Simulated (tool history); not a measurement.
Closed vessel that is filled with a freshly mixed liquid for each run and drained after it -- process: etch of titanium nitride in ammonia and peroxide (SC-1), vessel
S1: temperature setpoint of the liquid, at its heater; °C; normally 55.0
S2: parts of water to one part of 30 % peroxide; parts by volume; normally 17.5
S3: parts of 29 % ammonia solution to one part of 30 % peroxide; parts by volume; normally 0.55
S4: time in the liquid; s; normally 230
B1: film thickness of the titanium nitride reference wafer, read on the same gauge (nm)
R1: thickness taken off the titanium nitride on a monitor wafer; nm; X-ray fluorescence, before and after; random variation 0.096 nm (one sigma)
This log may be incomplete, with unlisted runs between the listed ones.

run,hour,S1,S2,S3,S4,B1,R1
1,0.0,55.0,17.5,0.55,230,120.00,9.02
# hour 0.4: gauge calibrated
2,27.4,55.0,17.5,0.55,230,119.98,9.02
3,65.6,55.0,17.5,0.55,230,120.01,9.07
4,127.7,55.0,17.5,0.55,230,120.03,8.88
5,167.6,55.0,17.5,0.55,230,120.03,8.82
6,200.2,51.0,17.5,0.55,230,120.00,6.80
7,232.3,55.0,17.5,0.55,230,119.99,8.90
8,268.3,55.0,17.5,0.55,230,120.00,8.90
# hour 312.0: thermometer replaced
9,315.4,55.0,17.5,0.55,230,120.05,10.57
10,376.3,55.0,12.5,0.65,230,120.02,12.82
# hour 397.3: gauge calibrated
11,438.8,48.5,17.5,0.75,230,120.03,7.09
12,481.2,63.5,17.5,0.55,160,120.03,12.69
13,542.7,55.0,17.5,0.55,230,119.98,10.14
14,566.9,60.5,17.5,0.55,230,120.04,14.78
# hour 590.7: ammonia flow meter replaced
15,629.7,55.0,17.5,0.55,230,119.98,10.52
# hour 690.3: new drum of ammonia solution connected
16,696.3,55.0,17.5,0.65,230,120.00,10.60

Predict the results of run 17:
17,760.1,55.0,26.5,0.55,365,?,?

Run 17 measured B1 120.03, R1 12.84 nm.
If the tool had no hidden condition, the same run with the same run-to-run variation would have returned R1 13.42 nm.
